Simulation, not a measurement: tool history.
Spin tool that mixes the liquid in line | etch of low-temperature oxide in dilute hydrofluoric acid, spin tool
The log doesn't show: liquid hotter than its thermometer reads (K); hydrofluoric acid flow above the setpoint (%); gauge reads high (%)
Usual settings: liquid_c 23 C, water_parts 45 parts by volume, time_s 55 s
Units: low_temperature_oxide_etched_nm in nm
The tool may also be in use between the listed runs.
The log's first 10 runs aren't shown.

| run | hour | liquid_c | water_parts | time_s | wafers since the last listed run | hours since the thermometer was replaced | hours since the hydrofluoric acid flow meter was replaced | hours since the gauge calibration | read-back film thickness of the low-temperature oxide reference wafer, read on the same gauge (nm) | low_temperature_oxide_etched_nm |
|---|---|---|---|---|---|---|---|---|---|---|
| 11 | 1017.5 | 23 | 45 | 55 | 1288 | 1269.4 | 248.2 | 1873.2 | 48.92 | 28.71 |
| 12 | 1113.9 | 23 | 45 | 55 | 1357 | 1365.8 | 344.6 | 1969.6 | 48.87 | 28.54 |
| 13 | 1183.2 | 23 | 45 | 55 | 975 | 1435.1 | 413.9 | 2038.9 | 48.86 | 28.69 |
| 14 | 1268.5 | 23 | 45 | 55 | 1200 | 1520.4 | 499.2 | 2124.2 | 48.79 | 28.93 |
|  | 1327.3 | hydrofluoric acid flow meter replaced |
| 15 | 1349.4 | 23 | 45 | 55 | 1124 | 1601.3 | 22.1 | 2205.1 | 48.76 | 28.73 |
| 16 | 1448.3 | 23 | 45 | 55 | 1392 | 1700.2 | 121 | 2304 | 48.7 | 28.77 |
| 17 | 1509.7 | 23 | 45 | 55 | 864 | 1761.6 | 182.4 | 2365.4 | 48.66 | 28.77 |
|  | 1580.4 | gauge calibrated |
| 18 | 1583 | 26.5 | 45 | 25 | 1031 | 1834.9 | 255.7 | 2.6 | 50.04 | 15.48 |
| 19 | 1688.3 | 23 | 65 | 55 | 1482 | 1940.2 | 361 | 107.9 | 50.02 | 19.84 |
|  | 1702.4 | thermometer replaced |
| 20 | 1783 | 25.5 | 25 | 25 | 1319 | 80.6 | 455.7 | 202.6 | 49.93 | 27.28 |
| 21 | 1862.7 | 23 | 45 | 55 | 1121 | 160.3 | 535.4 | 282.3 | 49.91 | 29.27 |
|  | 1902.8 | hydrofluoric acid flow meter replaced |
| 22 | 1949.7 | 26.5 | 55 | 40 | 1210 | 247.3 | 46.9 | 369.3 | 49.86 | 20.1 |
| 23 | 2055.1 | 23 | 45 | 55 | 1483 | 352.7 | 152.3 | 474.7 | 49.8 | 29.38 |
| 24 | 2161.3 | 20.5 | 30 | 55 | 1495 | 458.9 | 258.5 | 580.9 | 49.76 | 40.48 |
| 25 | 2252.9 | 20 | 40 | 55 | 1289 | 550.5 | 350.1 | 672.5 | 49.68 | 29.14 |
| 26 | 2331.3 | 23 | 45 | 55 | 1103 | 628.9 | 428.5 | 750.9 | 49.66 | 29.24 |
| 27 | 2423.7 | 26.5 | 25 | 75 | 1300 | 721.3 | 520.9 | 843.3 | 49.6 | 85.86 |
| 28 | 2488.7 | 25.5 | 40 | 25 | 915 | 786.3 | 585.9 | 908.3 | 49.59 | 16.4 |
|  | 2572.1 | hydrofluoric acid flow meter replaced |
| 29 | 2588.8 | 27 | 45 | 55 | 1395 | 886.4 | 16.7 | 1008.4 | 49.49 | 34.78 |
| 30 | 2644.7 | 23 | 45 | 55 | 786 | 942.3 | 72.6 | 1064.3 | 49.47 | 29.04 |

3 ways to go on from here, each from the tool as it stands after run 30. What would each give?
| A | 2645.1 | 23 | 45 | 55 | 5 | 942.7 | 73 | 1064.7 | ? | ? |
| B | 2645.1 | 23 | 55 | 85 | 5 | 942.7 | 73 | 1064.7 | ? | ? |
| C | 2645.1 | 23 | 45 | 45 | 5 | 942.7 | 73 | 1064.7 | ? | ? |

| run | read-back film thickness of the low-temperature oxide reference wafer, read on the same gauge (nm) | low_temperature_oxide_etched_nm |
|---|---|---|
| A | 49.45 | 28.96 |
| B | 49.45 | 36.15 |
| C | 49.45 | 23.7 |
Without the tool's hidden state the same runs would have given:
| run | low_temperature_oxide_etched_nm |
|---|---|
| A | 29.27 |
| B | 36.53 |
| C | 23.95 |
